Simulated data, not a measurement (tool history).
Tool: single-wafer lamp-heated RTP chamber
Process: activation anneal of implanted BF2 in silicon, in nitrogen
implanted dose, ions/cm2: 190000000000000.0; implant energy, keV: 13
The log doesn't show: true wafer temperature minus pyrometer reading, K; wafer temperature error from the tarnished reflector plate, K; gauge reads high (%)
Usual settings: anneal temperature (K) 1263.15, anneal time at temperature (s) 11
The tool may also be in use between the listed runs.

run,hour,anneal temperature (K),anneal time at temperature (s),wafers since the last listed run,wafers since the last pyrometer calibration,wafers since the reflector plate was cleaned,hours since the gauge calibration,"read-back reference wafer on the same gauge, sheet resistance",sheet resistance of the implanted and annealed layer (ohm/square)
1,0,1249.15,11,0,7487,4695,1687.9,552.11,614.94
# hour 18.9: pyrometer window cleaned and pyrometer calibrated
2,66.9,1263.15,11,900,733,5596,1754.8,552.01,611.7
# hour 108.1: reflector plate cleaned
3,133.6,1263.15,11,897,1630,389,1821.5,551.92,610.11
4,276.9,1252.15,11,2190,3820,2579,1964.8,552.1,615.21
5,337,1263.15,11,918,4739,3498,2024.9,551.88,610.67
6,404.4,1263.15,11,1030,5769,4528,2092.3,552.05,610.84
7,445.7,1263.15,11,631,6400,5159,2133.6,552.03,610.24
8,492.5,1263.15,11,715,7115,5875,2180.4,551.96,610.35
# hour 619.4: pyrometer window cleaned and pyrometer calibrated
# hour 656.7: reflector plate cleaned
9,679.5,1263.15,11,2613,796,348,2367.4,551.85,612.62
10,704.6,1263.15,11,383,1180,731,2392.5,552.2,609.82
11,770.5,1247.15,11,1007,2187,1739,2458.4,552.03,616.62
12,841.2,1247.15,11,1080,3267,2819,2529.1,552.28,616.93
13,870.7,1263.15,11,450,3718,3270,2558.6,551.85,609.62
14,931.2,1263.15,6,924,4643,4195,2619.1,551.78,612.89
15,979,1263.15,6,730,5373,4925,2666.9,551.91,612.61
16,1049,1263.15,10,1069,6443,5995,2736.9,552.17,612.52
# hour 1098.8: reflector plate cleaned
17,1099.9,1263.15,11,655,7099,16,2787.8,552.13,611.9
# hour 1117.8: gauge calibrated
18,1148.6,1263.15,11,744,7843,760,30.8,551.88,610.29
# hour 1170: pyrometer window cleaned and pyrometer calibrated
19,1173.8,1263.15,14,262,58,1023,56,552.19,609.79
20,1216.8,1238.15,5,657,715,1681,99,552.16,628.48
21,1287.2,1251.15,6,1075,1791,2757,169.4,552.07,617.06
22,1348,1293.15,11,929,2720,3686,230.2,551.92,606.35
23,1373.2,1263.15,11,385,3106,4071,255.4,551.8,610.18
24,1429,1287.15,17,852,3958,4924,311.2,551.92,602.82
25,1464.1,1240.15,15,536,4495,5460,346.3,552.18,621.68
26,1528.3,1252.15,11,981,5476,6441,410.5,552.26,616.69
# hour 1601.8: reflector plate cleaned
27,1640.8,1263.15,11,1597,7073,596,523,551.94,611.49
28,1667.7,1284.15,16,411,7484,1007,549.9,551.9,603.03
# hour 1683.3: pyrometer window cleaned and pyrometer calibrated
29,1721.2,1263.15,7,695,579,1702,603.4,552,611.34
30,1761.9,1286.15,14,622,1201,2324,644.1,552.02,606.06
31,1830.6,1263.15,11,1049,2251,3374,712.8,551.88,610.69
32,1874.1,1290.15,11,664,2916,4039,756.3,551.81,609.1
33,1930.3,1263.15,11,858,3775,4898,812.5,551.83,611.53
34,1991.3,1263.15,14,932,4708,5831,873.5,552.02,608.9
35,2025.4,1276.15,6,521,5229,6352,907.6,551.77,610.39
# hour 2043.7: reflector plate cleaned
36,2202.5,1254.15,16,2584,7813,2427,1084.7,552.26,611.09
# hour 2250.8: pyrometer window cleaned and pyrometer calibrated
37,2263.7,1263.15,11,813,197,3240,1145.9,552.16,610.53

Hidden state at the last listed run before each entry between runs and at the first one after, where it differs:
Between runs 1 and 2: pyrometer window cleaned and pyrometer calibrated (hour 18.9)
  no hidden state differs between the two runs
Between runs 2 and 3: reflector plate cleaned (hour 108.1)
  no hidden state differs between the two runs
Between runs 8 and 9: pyrometer window cleaned and pyrometer calibrated (hour 619.4); reflector plate cleaned (hour 656.7)
  no hidden state differs between the two runs
Between runs 16 and 17: reflector plate cleaned (hour 1098.8)
  no hidden state differs between the two runs
Between runs 17 and 18: gauge calibrated (hour 1117.8)
  no hidden state differs between the two runs
Between runs 18 and 19: pyrometer window cleaned and pyrometer calibrated (hour 1170)
  no hidden state differs between the two runs
Between runs 26 and 27: reflector plate cleaned (hour 1601.8)
  no hidden state differs between the two runs
Between runs 28 and 29: pyrometer window cleaned and pyrometer calibrated (hour 1683.3)
  no hidden state differs between the two runs
Between runs 35 and 36: reflector plate cleaned (hour 2043.7)
  no hidden state differs between the two runs
Between runs 36 and 37: pyrometer window cleaned and pyrometer calibrated (hour 2250.8)
  no hidden state differs between the two runs
